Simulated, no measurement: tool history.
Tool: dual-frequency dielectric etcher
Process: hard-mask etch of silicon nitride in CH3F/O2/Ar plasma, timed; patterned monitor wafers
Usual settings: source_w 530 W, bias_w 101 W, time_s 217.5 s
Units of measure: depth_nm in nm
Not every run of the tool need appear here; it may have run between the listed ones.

run    hour  source_w  bias_w  time_s  read-back reference wafer on the same gauge, depth_nm  depth_nm
  1       0       530     101   217.5                                                  183.1     183.1
  2    66.3       530     101   217.5                                                    183     182.7
  3   131.2       530     101   217.5                                                  183.1     184.2
      190.8  -- wet clean of the chamber
  4   191.3       530     101   217.5                                                    183     180.7
  5   217.3       530     101   217.5                                                  182.9     180.8
  6   264.9       530     101   217.5                                                  183.2     180.8
  7   335.6       630     101   217.5                                                  182.8     198.8
  8   400.4       630     101   217.5                                                  183.1     198.8
      498.2  -- upper electrode replaced, of another model than before
      542.4  -- gauge calibrated
      594.1  -- source power generator calibrated
  9   598.4       630     101   217.5                                                    183     196.5
 10   625.8       470     101   217.5                                                    183     174.6
      635.4  -- bias power generator calibrated
      659.8  -- wet clean of the chamber
 11   679.9       530     115   217.5                                                  183.1     196.4
 12   707.4       530     101   266.5                                                  183.3     222.7
 13     771       470      90   217.5                                                  182.9     161.1
 14   833.5       530      80   217.5                                                  182.7     157.8
 15   895.1       570     110   251.5                                                  183.1     228.7
 16   951.5       530     115   217.5                                                    183     197.8
 17   988.7       470      90   217.5                                                    183     162.6
     1212.2  -- wet clean of the chamber
 18  1212.7       480     101   249.5                                                  182.9     200.6
 19  1238.8       530     101   217.5                                                    183     181.9
 20    1307       530     101   217.5                                                  183.3     182.6
 21  1375.6       530     119   217.5                                                  182.8       201
 22    1436       610     101   217.5                                                  183.1     192.5

3 options for the next run, each taken on its own from the tool as it stands now. Forecast them:
  A  1436.5       530     101   217.5                                                      ?         ?
  B  1436.5       530     115   168.5                                                      ?         ?
  C  1436.5       660     120     158                                                      ?         ?

run  read-back reference wafer on the same gauge, depth_nm  depth_nm
  A                                                  182.9     183.5
  B                                                  182.9     153.7
  C                                                  182.9     160.3
With no hidden state in the tool, these same runs would have given:
run  depth_nm
  A     182.1
  B     152.5
  C     159.1
